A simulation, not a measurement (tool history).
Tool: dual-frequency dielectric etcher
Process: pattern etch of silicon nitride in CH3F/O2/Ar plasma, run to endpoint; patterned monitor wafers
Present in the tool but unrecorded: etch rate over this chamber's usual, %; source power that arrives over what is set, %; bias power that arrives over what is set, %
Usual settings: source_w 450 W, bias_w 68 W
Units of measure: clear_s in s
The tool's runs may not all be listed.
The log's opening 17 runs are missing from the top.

run,day,source_w,bias_w,wafers since the last listed run,hours since the last wet clean,hours since the last source power generator calibration,hours since the last bias power generator calibration,hours since the last upper electrode change,"incoming incoming film thickness, nm",clear_s
18,56.338,550,76,452,456.7,519.4,389.3,171.2,57.1,73.6
# day 58.767: wet clean of the chamber
19,58.788,350,75,392,0.5,578.2,448.1,230,56.5,82.1
20,59.775,550,58,267,24.2,601.9,471.8,253.7,57,77.3
21,62.938,360,58,856,100.1,677.8,547.7,329.6,56.9,90.4
22,66.646,500,59,1004,189.1,766.8,636.7,418.6,56.8,80.4
23,68.458,390,57,490,232.6,810.3,680.2,462.1,57.1,90.2
24,76.858,490,78,2274,434.2,1011.9,881.8,663.7,57.2,75.6
25,78.383,450,79,412,470.8,1048.5,918.4,700.3,57.2,77.5
# day 80.092: wet clean of the chamber
26,81.875,450,68,674,42.8,1132.3,1002.2,784.1,57.5,79.5
27,85.742,390,68,1047,135.6,1225.1,1095,876.9,56.8,82.6
28,87.8,450,68,557,185,1274.5,1144.4,926.3,57.4,80.5
29,89.512,420,82,463,226.1,1315.6,1185.5,967.4,57.1,77.2
30,91.012,390,58,406,262.1,1351.6,1221.5,1003.4,57,90.3
31,98.212,450,68,1949,434.9,1524.4,1394.3,1176.2,56.9,81.6
# day 103.433: wet clean of the chamber
32,103.454,420,53,1148,0.5,1650.2,1520.1,1302,57.1,88
33,105.15,450,68,459,41.2,1690.9,1560.8,1342.7,56.6,77.5

Each row is a separate what-if for the run after 33, all from the same tool condition, not one after another. Results?
A,105.167,550,68,4,41.6,1691.3,1561.2,1343.1,57.2,?
B,105.167,410,60,4,41.6,1691.3,1561.2,1343.1,57.2,?
C,105.167,360,63,4,41.6,1691.3,1561.2,1343.1,57.2,?

run,clear_s
A,72.9
B,84.8
C,87.2
Without the tool's hidden state the same runs would have given:
run,clear_s
A,73
B,84.9
C,87.3
